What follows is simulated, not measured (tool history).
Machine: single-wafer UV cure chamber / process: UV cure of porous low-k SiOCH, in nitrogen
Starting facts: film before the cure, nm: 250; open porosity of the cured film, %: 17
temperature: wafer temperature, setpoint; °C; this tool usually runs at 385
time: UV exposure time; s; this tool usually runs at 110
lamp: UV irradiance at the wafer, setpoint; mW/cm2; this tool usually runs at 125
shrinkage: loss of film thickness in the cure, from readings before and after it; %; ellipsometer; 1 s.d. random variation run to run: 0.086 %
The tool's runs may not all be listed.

| run | hour | temperature | time | lamp | wafers since the last listed run | hours since the UV bulbs were replaced | wafers since the quartz window was cleaned | shrinkage |
|---|---|---|---|---|---|---|---|---|
| 1 | 0.0 | 385 | 110 | 125 | 0 | 1720.8 | 2738 | 6.914 |
| 2 | 13.5 | 385 | 110 | 125 | 63 | 1734.3 | 2801 | 7.001 |
| 3 | 27.3 | 385 | 110 | 125 | 64 | 1748.1 | 2866 | 6.979 |
| 4 | 55.5 | 372 | 110 | 125 | 131 | 1776.3 | 2998 | 6.744 |
| 5 | 84.0 | 372 | 110 | 125 | 133 | 1804.8 | 3131 | 6.663 |
| 6 | 103.0 | 385 | 110 | 125 | 88 | 1823.8 | 3220 | 6.861 |
| 7 | 143.5 | 385 | 110 | 125 | 189 | 1864.3 | 3409 | 6.748 |
| 8 | 160.0 | 385 | 110 | 125 | 77 | 1880.8 | 3486 | 6.653 |
|  | 176.2 | UV bulbs replaced |
| 9 | 185.4 | 385 | 110 | 125 | 81 | 9.2 | 3567 | 8.360 |
| 10 | 202.4 | 385 | 110 | 152 | 79 | 26.2 | 3647 | 9.069 |
| 11 | 228.2 | 385 | 110 | 94 | 120 | 52.0 | 3767 | 7.180 |
| 12 | 242.6 | 369 | 95 | 111 | 67 | 66.4 | 3834 | 7.090 |
|  | 303.5 | quartz window cleaned |
| 13 | 309.6 | 377 | 110 | 135 | 275 | 133.4 | 28 | 8.497 |
| 14 | 335.8 | 403 | 110 | 125 | 122 | 159.6 | 151 | 8.434 |
| 15 | 356.7 | 373 | 135 | 125 | 97 | 180.5 | 248 | 8.779 |
| 16 | 376.9 | 376 | 110 | 107 | 94 | 200.7 | 343 | 7.437 |
| 17 | 392.8 | 376 | 110 | 107 | 74 | 216.6 | 417 | 7.616 |

Each run again, without the hidden state but with its own random variation kept:
The hidden state here: lamp output below its setpoint, %; transmission lost against a clean window, %.
| run | shrinkage |
|---|---|
| 1 | 8.306 |
| 2 | 8.441 |
| 3 | 8.448 |
| 4 | 8.262 |
| 5 | 8.235 |
| 6 | 8.494 |
| 7 | 8.464 |
| 8 | 8.392 |
| 9 | 8.451 |
| 10 | 9.162 |
| 11 | 7.268 |
| 12 | 7.179 |
| 13 | 8.595 |
| 14 | 8.534 |
| 15 | 8.883 |
| 16 | 7.540 |
| 17 | 7.724 |
